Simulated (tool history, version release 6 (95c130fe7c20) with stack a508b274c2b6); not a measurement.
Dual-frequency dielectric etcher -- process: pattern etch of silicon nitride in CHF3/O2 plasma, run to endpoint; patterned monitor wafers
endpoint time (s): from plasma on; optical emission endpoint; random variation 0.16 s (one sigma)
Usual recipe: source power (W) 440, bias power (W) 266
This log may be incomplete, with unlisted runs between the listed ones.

run,day,source power (W),bias power (W),wafers since the last listed run,hours since the last wet clean,hours since the last source power generator calibration,hours since the last bias power generator calibration,hours since the last upper electrode change,"incoming incoming film thickness, nm",endpoint time (s)
1,0.000,500,266,0,186.8,3966.2,4034.6,1602.8,52.2,35.2
2,0.592,500,266,177,201.0,3980.4,4048.8,1617.0,52.0,35.2
3,0.971,500,266,113,210.1,3989.5,4057.9,1626.1,53.4,36.1
4,1.233,440,266,78,216.4,3995.8,4064.2,1632.4,53.2,37.2
5,1.954,440,266,216,233.7,4013.1,4081.5,1649.7,52.5,36.6
6,2.508,440,266,166,247.0,4026.4,4094.8,1663.0,52.6,36.6
7,3.196,440,266,206,263.5,4042.9,4111.3,1679.5,52.2,36.3
8,3.446,440,266,75,269.5,4048.9,4117.3,1685.5,52.9,37.1
9,4.138,440,266,207,286.1,4065.5,4133.9,1702.1,52.9,36.5
# day 4.817: bias power generator calibrated
# day 5.350: upper electrode replaced
10,5.371,440,266,159,315.7,4095.1,13.3,0.5,52.7,36.3
11,5.388,440,266,5,316.1,4095.5,13.7,0.9,53.1,37.0
12,5.400,440,235,3,316.4,4095.8,14.0,1.2,52.8,39.0
13,5.812,390,266,123,326.3,4105.7,23.9,11.1,52.9,38.1
14,6.192,390,266,113,335.4,4114.8,33.0,20.2,52.2,37.4
15,6.904,520,266,213,352.5,4131.9,50.1,37.3,52.5,34.2
16,7.158,370,284,76,358.6,4138.0,56.2,43.4,52.1,37.1
# day 7.858: source power generator calibrated
17,7.879,490,308,166,375.9,0.5,73.5,60.7,52.5,32.4
18,8.400,490,324,156,388.4,13.0,86.0,73.2,52.9,32.0
# day 9.971: wet clean of the chamber
19,9.992,410,303,177,0.5,51.2,124.2,111.4,52.4,36.0
20,10.008,500,329,5,0.9,51.6,124.6,111.8,53.5,33.4
21,10.233,400,204,67,6.3,57.0,130.0,117.2,52.9,45.0
22,10.654,490,324,126,16.4,67.1,140.1,127.3,52.8,33.2
23,11.012,370,327,107,25.0,75.7,148.7,135.9,52.9,36.1
24,11.688,440,228,202,41.2,91.9,164.9,152.1,52.6,40.6
25,12.317,440,266,188,56.3,107.0,180.0,167.2,53.0,38.0
26,12.996,500,236,203,72.6,123.3,196.3,183.5,52.8,38.2
27,13.292,440,266,88,79.7,130.4,203.4,190.6,52.9,37.8
28,13.788,480,208,148,91.6,142.3,215.3,202.5,53.2,41.6
29,14.396,520,318,182,106.2,156.9,229.9,217.1,53.1,32.7
30,14.967,410,320,171,119.9,170.6,243.6,230.8,52.6,35.1

3 ways to go on from here, each from the tool as it stands after run 30. What would each give?
A,14.983,440,266,5,120.3,171.0,244.0,231.2,53.3,?
B,14.983,340,329,5,120.3,171.0,244.0,231.2,53.3,?
C,14.983,440,205,5,120.3,171.0,244.0,231.2,53.3,?

run,endpoint time (s)
A,37.6
B,36.9
C,42.7
Had the tool no hidden state, the same runs would have come out as:
run,endpoint time (s)
A,38.2
B,37.6
C,43.4

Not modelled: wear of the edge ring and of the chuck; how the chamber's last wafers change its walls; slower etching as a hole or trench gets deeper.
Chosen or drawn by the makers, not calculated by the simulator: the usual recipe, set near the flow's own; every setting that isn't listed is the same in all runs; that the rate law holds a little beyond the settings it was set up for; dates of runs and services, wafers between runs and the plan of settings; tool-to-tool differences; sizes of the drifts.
